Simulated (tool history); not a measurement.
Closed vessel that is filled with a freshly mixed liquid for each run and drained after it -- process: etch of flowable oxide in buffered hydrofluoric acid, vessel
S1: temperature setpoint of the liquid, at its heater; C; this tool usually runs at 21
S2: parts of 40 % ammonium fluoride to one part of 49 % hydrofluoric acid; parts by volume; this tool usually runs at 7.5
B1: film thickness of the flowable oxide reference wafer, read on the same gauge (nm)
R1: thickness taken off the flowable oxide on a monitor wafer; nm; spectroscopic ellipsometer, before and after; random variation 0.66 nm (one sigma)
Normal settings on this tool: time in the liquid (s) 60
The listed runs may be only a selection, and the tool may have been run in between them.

{"run": 1, "hour": 0.0, "S1": 21, "S2": 7.5, "time in the liquid (s)": 60, "B1": 39.97, "R1": 177.61}
{"run": 2, "hour": 28.2, "S1": 24.5, "S2": 7.5, "time in the liquid (s)": 80, "B1": 39.96, "R1": 288.29}
{"hour": 39.8, "done": "gauge calibrated"}
{"run": 3, "hour": 56.3, "S1": 24.5, "S2": 7.5, "time in the liquid (s)": 80, "B1": 39.95, "R1": 286.65}
{"run": 4, "hour": 89.2, "S1": 24.5, "S2": 7.5, "time in the liquid (s)": 80, "B1": 39.99, "R1": 287.5}
{"run": 5, "hour": 110.3, "S1": 21, "S2": 7.5, "time in the liquid (s)": 40, "B1": 40.03, "R1": 118.31}
{"run": 6, "hour": 143.0, "S1": 21, "S2": 7.5, "time in the liquid (s)": 60, "B1": 40.01, "R1": 176.16}
{"run": 7, "hour": 170.4, "S1": 21, "S2": 7.5, "time in the liquid (s)": 60, "B1": 39.99, "R1": 176.87}
{"run": 8, "hour": 202.9, "S1": 24.5, "S2": 7.5, "time in the liquid (s)": 60, "B1": 40.01, "R1": 213.87}
{"run": 9, "hour": 224.5, "S1": 21, "S2": 7.5, "time in the liquid (s)": 60, "B1": 40, "R1": 175.9}
{"hour": 234.5, "done": "thermometer replaced"}
{"run": 10, "hour": 241.0, "S1": 21, "S2": 7.5, "time in the liquid (s)": 60, "B1": 39.94, "R1": 182.07}
{"run": 11, "hour": 261.9, "S1": 21, "S2": 9, "time in the liquid (s)": 60, "B1": 40, "R1": 151.8}
{"run": 12, "hour": 289.2, "S1": 21, "S2": 9, "time in the liquid (s)": 60, "B1": 39.98, "R1": 151.75}
{"run": 13, "hour": 306.2, "S1": 21, "S2": 7.5, "time in the liquid (s)": 60, "B1": 39.98, "R1": 183.18}
{"run": 14, "hour": 326.5, "S1": 21, "S2": 7.5, "time in the liquid (s)": 80, "B1": 40.01, "R1": 244.35}
{"run": 15, "hour": 343.8, "S1": 21, "S2": 7.5, "time in the liquid (s)": 60, "B1": 40, "R1": 182.78}
{"run": 16, "hour": 376.5, "S1": 21, "S2": 7.5, "time in the liquid (s)": 60, "B1": 39.99, "R1": 182.55}
{"hour": 385.0, "done": "hydrofluoric acid flow meter replaced"}
{"run": 17, "hour": 394.0, "S1": 24, "S2": 10, "time in the liquid (s)": 30, "B1": 39.99, "R1": 72.66}
{"run": 18, "hour": 422.5, "S1": 23.5, "S2": 8.5, "time in the liquid (s)": 35, "B1": 40, "R1": 94.73}
{"hour": 429.7, "done": "gauge calibrated"}
{"run": 19, "hour": 448.0, "S1": 19.5, "S2": 7.5, "time in the liquid (s)": 90, "B1": 40.04, "R1": 222.32}
{"run": 20, "hour": 472.2, "S1": 17, "S2": 6, "time in the liquid (s)": 35, "B1": 40.01, "R1": 92.43}
{"run": 21, "hour": 485.4, "S1": 23.5, "S2": 8.5, "time in the liquid (s)": 85, "B1": 40, "R1": 228.84}
{"run": 22, "hour": 513.7, "S1": 25.5, "S2": 5, "time in the liquid (s)": 70, "B1": 40.02, "R1": 343.79}
{"run": 23, "hour": 538.0, "S1": 17.5, "S2": 6, "time in the liquid (s)": 75, "B1": 39.96, "R1": 203.87}
{"run": 24, "hour": 569.9, "S1": 22.5, "S2": 9, "time in the liquid (s)": 40, "B1": 40.01, "R1": 95.92}

Predict each of these 3 candidate next runs independently; none follows another, all start after run 24:
{"run": "A", "hour": 570.6, "S1": 21, "S2": 7.5, "time in the liquid (s)": 60, "B1": "?", "R1": "?"}
{"run": "B", "hour": 570.6, "S1": 21, "S2": 7.5, "time in the liquid (s)": 35, "B1": "?", "R1": "?"}
{"run": "C", "hour": 570.6, "S1": 18, "S2": 5.5, "time in the liquid (s)": 60, "B1": "?", "R1": "?"}

run=A B1=39.98 R1=161.97
run=B B1=39.98 R1=94.48
run=C B1=39.98 R1=180.81
Take away the tool's hidden state, keep each run's random variation, and the runs would have read:
run=A R1=164.92
run=B R1=96.2
run=C R1=184.8
